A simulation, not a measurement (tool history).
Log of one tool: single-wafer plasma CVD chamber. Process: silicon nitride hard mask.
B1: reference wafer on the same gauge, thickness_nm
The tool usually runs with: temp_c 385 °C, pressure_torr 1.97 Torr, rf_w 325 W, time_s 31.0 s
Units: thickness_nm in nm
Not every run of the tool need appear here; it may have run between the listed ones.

Run 1, day 0.000: usual settings; B1 37.085. Result: thickness_nm 43.565 nm.
Run 2, day 2.196: usual settings but pressure_torr 1.86 Torr, time_s 29.1 s; B1 37.085. Result: thickness_nm 40.454 nm.
At day 2.196: gauge calibrated.
Run 3, day 4.458: usual settings; B1 37.109. Result: thickness_nm 43.523 nm.
Run 4, day 6.875: usual settings; B1 37.133. Result: thickness_nm 43.400 nm.
Run 5, day 13.492: usual settings; B1 37.150. Result: thickness_nm 43.143 nm.
Run 6, day 19.883: usual settings; B1 37.127. Result: thickness_nm 43.253 nm.
Run 7, day 21.888: usual settings; B1 37.148. Result: thickness_nm 43.126 nm.
Run 8, day 25.812: usual settings; B1 37.131. Result: thickness_nm 43.209 nm.
At day 29.858: capacitance manometer re-zeroed and calibrated.
Run 9, day 30.050: usual settings; B1 37.041. Result: thickness_nm 43.568 nm.
At day 32.271: showerhead replaced.
Run 10, day 34.021: usual settings but rf_w 275 W, time_s 36.1 s; B1 37.106. Result: thickness_nm 47.035 nm.
At day 34.854: thermocouple changed; heater temperature recalibrated.
At day 35.133: gauge calibrated.
Run 11, day 37.721: usual settings but temp_c 379 °C, pressure_torr 1.59 Torr, rf_w 275 W, time_s 28.4 s; B1 37.219. Result: thickness_nm 35.303 nm.
Run 12, day 42.096: usual settings but temp_c 374 °C, pressure_torr 2.26 Torr, time_s 25.5 s; B1 37.121. Result: thickness_nm 36.800 nm.
Run 13, day 45.375: usual settings but pressure_torr 1.75 Torr, time_s 25.9 s; B1 37.113. Result: thickness_nm 35.395 nm.
At day 46.483: RF generator calibrated.
Run 14, day 47.833: usual settings but pressure_torr 2.42 Torr, time_s 26.6 s; B1 37.032. Result: thickness_nm 40.207 nm.
Run 15, day 50.771: usual settings but temp_c 376 °C, pressure_torr 2.20 Torr, time_s 35.1 s; B1 37.040. Result: thickness_nm 51.660 nm.
Run 16, day 53.462: usual settings; B1 37.123. Result: thickness_nm 44.341 nm.
Run 17, day 60.871: usual settings but temp_c 398 °C, pressure_torr 1.72 Torr, time_s 29.4 s; B1 37.020. Result: thickness_nm 40.513 nm.

Branching from run 17: 5 alternative next runs. What would each branch give?
Run A, day 60.888: usual settings but temp_c 397 °C; B1 ?. Result: thickness_nm ?.
Run B, day 60.888: usual settings but temp_c 380 °C, pressure_torr 2.33 Torr, rf_w 355 W; B1 ?. Result: thickness_nm ?.
Run C, day 60.888: usual settings but pressure_torr 1.84 Torr, rf_w 280 W; B1 ?. Result: thickness_nm ?.
Run D, day 60.888: usual settings but temp_c 391 °C, pressure_torr 1.52 Torr, rf_w 295 W; B1 ?. Result: thickness_nm ?.
Run E, day 60.888: usual settings but pressure_torr 2.38 Torr; B1 ?. Result: thickness_nm ?.

run      B1  thickness_nm
  A  37.099        43.819
  B  37.099        47.436
  C  37.099        40.719
  D  37.099        39.852
  E  37.099        45.794
Take away the tool's hidden state, keep each run's random variation, and the runs would have read:
run  thickness_nm
  A        44.670
  B        48.316
  C        41.535
  D        40.635
  E        46.684
